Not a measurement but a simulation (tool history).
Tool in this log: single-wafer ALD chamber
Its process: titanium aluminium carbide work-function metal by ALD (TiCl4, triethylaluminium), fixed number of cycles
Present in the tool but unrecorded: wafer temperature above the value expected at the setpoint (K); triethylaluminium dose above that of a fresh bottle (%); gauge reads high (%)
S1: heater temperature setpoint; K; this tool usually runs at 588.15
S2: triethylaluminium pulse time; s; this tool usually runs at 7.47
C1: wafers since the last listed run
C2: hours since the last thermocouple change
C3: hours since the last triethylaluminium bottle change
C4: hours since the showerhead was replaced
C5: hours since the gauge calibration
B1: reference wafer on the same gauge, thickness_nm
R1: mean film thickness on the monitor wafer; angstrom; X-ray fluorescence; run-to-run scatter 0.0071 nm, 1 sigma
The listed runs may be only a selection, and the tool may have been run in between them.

Run 1, hour 0: usual settings but S1 580.15 K, S2 8.96 s; C1 0; C2 2483.4; C3 341.3; C4 3436.7; C5 249.2; B1 2. Result: R1 21.64 angstrom.
Run 2, hour 26.2: usual settings but S1 584.15 K, S2 8.36 s; C1 498; C2 2509.6; C3 367.5; C4 3462.9; C5 275.4; B1 1.999. Result: R1 21.82 angstrom.
Run 3, hour 53.6: usual settings but S2 5.88 s; C1 521; C2 2537; C3 394.9; C4 3490.3; C5 302.8; B1 2. Result: R1 20.05 angstrom.
Run 4, hour 79.3: usual settings but S1 592.15 K, S2 8.88 s; C1 489; C2 2562.7; C3 420.6; C4 3516; C5 328.5; B1 1.999. Result: R1 22.57 angstrom.
At hour 99.8: thermocouple changed; heater temperature recalibrated.
Run 5, hour 111: usual settings; C1 451; C2 11.2; C3 452.3; C4 3547.7; C5 360.2; B1 1.999. Result: R1 21.95 angstrom.
Run 6, hour 128.5: usual settings; C1 333; C2 28.7; C3 469.8; C4 3565.2; C5 377.7; B1 2.002. Result: R1 21.94 angstrom.
Run 7, hour 149.6: usual settings; C1 401; C2 49.8; C3 490.9; C4 3586.3; C5 398.8; B1 2. Result: R1 21.97 angstrom.
Run 8, hour 185.1: usual settings but S2 6.7 s; C1 675; C2 85.3; C3 526.4; C4 3621.8; C5 434.3; B1 1.999. Result: R1 21.34 angstrom.
Run 9, hour 207.9: usual settings but S1 584.15 K, S2 5.03 s; C1 434; C2 108.1; C3 549.2; C4 3644.6; C5 457.1; B1 2. Result: R1 18.93 angstrom.
Run 10, hour 230.5: usual settings but S1 584.15 K, S2 8.36 s; C1 430; C2 130.7; C3 571.8; C4 3667.2; C5 479.7; B1 2.002. Result: R1 22.01 angstrom.
Run 11, hour 265.5: usual settings; C1 666; C2 165.7; C3 606.8; C4 3702.2; C5 514.7; B1 2. Result: R1 22.06 angstrom.
Run 12, hour 283.6: usual settings but S1 594.15 K; C1 344; C2 183.8; C3 624.9; C4 3720.3; C5 532.8; B1 2.002. Result: R1 22.4 angstrom.
Run 13, hour 306.8: usual settings but S1 582.15 K, S2 10.18 s; C1 441; C2 207; C3 648.1; C4 3743.5; C5 556; B1 2. Result: R1 22.7 angstrom.
Run 14, hour 334.4: usual settings but S1 576.15 K, S2 6.25 s; C1 525; C2 234.6; C3 675.7; C4 3771.1; C5 583.6; B1 1.999. Result: R1 19.99 angstrom.
Run 15, hour 349.7: usual settings but S1 600.15 K, S2 9.43 s; C1 291; C2 249.9; C3 691; C4 3786.4; C5 598.9; B1 1.999. Result: R1 24.04 angstrom.
At hour 367.8: triethylaluminium bottle replaced.
Run 16, hour 373.7: usual settings but S1 581.15 K, S2 9.3 s; C1 304; C2 273.9; C3 5.9; C4 3810.4; C5 622.9; B1 2. Result: R1 22.15 angstrom.
Run 17, hour 385.8: usual settings but S1 601.15 K, S2 6.05 s; C1 230; C2 286; C3 18; C4 3822.5; C5 635; B1 2.001. Result: R1 21.65 angstrom.
Run 18, hour 406.2: usual settings but S1 579.15 K, S2 5.78 s; C1 388; C2 306.4; C3 38.4; C4 3842.9; C5 655.4; B1 2. Result: R1 19.69 angstrom.
Run 19, hour 420.9: usual settings but S1 602.15 K, S2 10.36 s; C1 279; C2 321.1; C3 53.1; C4 3857.6; C5 670.1; B1 2.002. Result: R1 24.3 angstrom.
At hour 448.6: showerhead replaced.
Run 20, hour 449: usual settings; C1 382; C2 349.2; C3 81.2; C4 0.4; C5 698.2; B1 2.003. Result: R1 22 angstrom.
Run 21, hour 473.5: usual settings; C1 466; C2 373.7; C3 105.7; C4 24.9; C5 722.7; B1 2.002. Result: R1 21.89 angstrom.
Run 22, hour 495.2: usual settings but S1 582.15 K, S2 5.27 s; C1 413; C2 395.4; C3 127.4; C4 46.6; C5 744.4; B1 1.998. Result: R1 19.12 angstrom.
At hour 503.2: gauge calibrated.
Run 23, hour 599.1: usual settings but S1 595.15 K, S2 6.04 s; C1 1977; C2 499.3; C3 231.3; C4 150.5; C5 95.9; B1 2. Result: R1 21.19 angstrom.
Run 24, hour 624.2: usual settings but S1 578.15 K, S2 5.14 s; C1 477; C2 524.4; C3 256.4; C4 175.6; C5 121; B1 2.001. Result: R1 18.6 angstrom.
Run 25, hour 653.2: usual settings but S1 600.15 K, S2 5.97 s; C1 552; C2 553.4; C3 285.4; C4 204.6; C5 150; B1 2.002. Result: R1 21.52 angstrom.
Run 26, hour 685.9: usual settings; C1 622; C2 586.1; C3 318.1; C4 237.3; C5 182.7; B1 1.999. Result: R1 21.82 angstrom.
Run 27, hour 719.4: usual settings but S1 600.15 K, S2 9.43 s; C1 637; C2 619.6; C3 351.6; C4 270.8; C5 216.2; B1 2.001. Result: R1 23.78 angstrom.
Run 28, hour 747.5: usual settings but S1 575.15 K, S2 9.18 s; C1 534; C2 647.7; C3 379.7; C4 298.9; C5 244.3; B1 2.001. Result: R1 21.67 angstrom.
Run 29, hour 772: usual settings; C1 466; C2 672.2; C3 404.2; C4 323.4; C5 268.8; B1 1.998. Result: R1 21.88 angstrom.
Run 30, hour 803.6: usual settings; C1 601; C2 703.8; C3 435.8; C4 355; C5 300.4; B1 2.001. Result: R1 21.98 angstrom.
Run 31, hour 823: usual settings but S1 584.15 K, S2 8.36 s; C1 369; C2 723.2; C3 455.2; C4 374.4; C5 319.8; B1 2. Result: R1 22.27 angstrom.
Run 32, hour 854.4: usual settings but S1 577.15 K, S2 9.54 s; C1 597; C2 754.6; C3 486.6; C4 405.8; C5 351.2; B1 2. Result: R1 21.93 angstrom.

Forecast each of these 5 alternatives for the next run:
Run A, hour 854.8: usual settings; C1 7; C2 755; C3 487; C4 406.2; C5 351.6; B1 ?. Result: R1 ?.
Run B, hour 854.8: usual settings but S1 581.15 K, S2 8.68 s; C1 7; C2 755; C3 487; C4 406.2; C5 351.6; B1 ?. Result: R1 ?.
Run C, hour 854.8: usual settings but S1 598.15 K, S2 5.66 s; C1 7; C2 755; C3 487; C4 406.2; C5 351.6; B1 ?. Result: R1 ?.
Run D, hour 854.8: usual settings but S1 574.15 K, S2 4.6 s; C1 7; C2 755; C3 487; C4 406.2; C5 351.6; B1 ?. Result: R1 ?.
Run E, hour 854.8: usual settings but S1 593.15 K, S2 6.35 s; C1 7; C2 755; C3 487; C4 406.2; C5 351.6; B1 ?. Result: R1 ?.

run     B1     R1
  A  2.002  21.88
  B  2.002  21.96
  C  2.002  20.83
  D  2.002  17.41
  E  2.002   21.3
What these runs would have given with no unlogged condition in the tool:
run     R1
  A  21.92
  B  22.01
  C  20.88
  D  17.45
  E  21.35
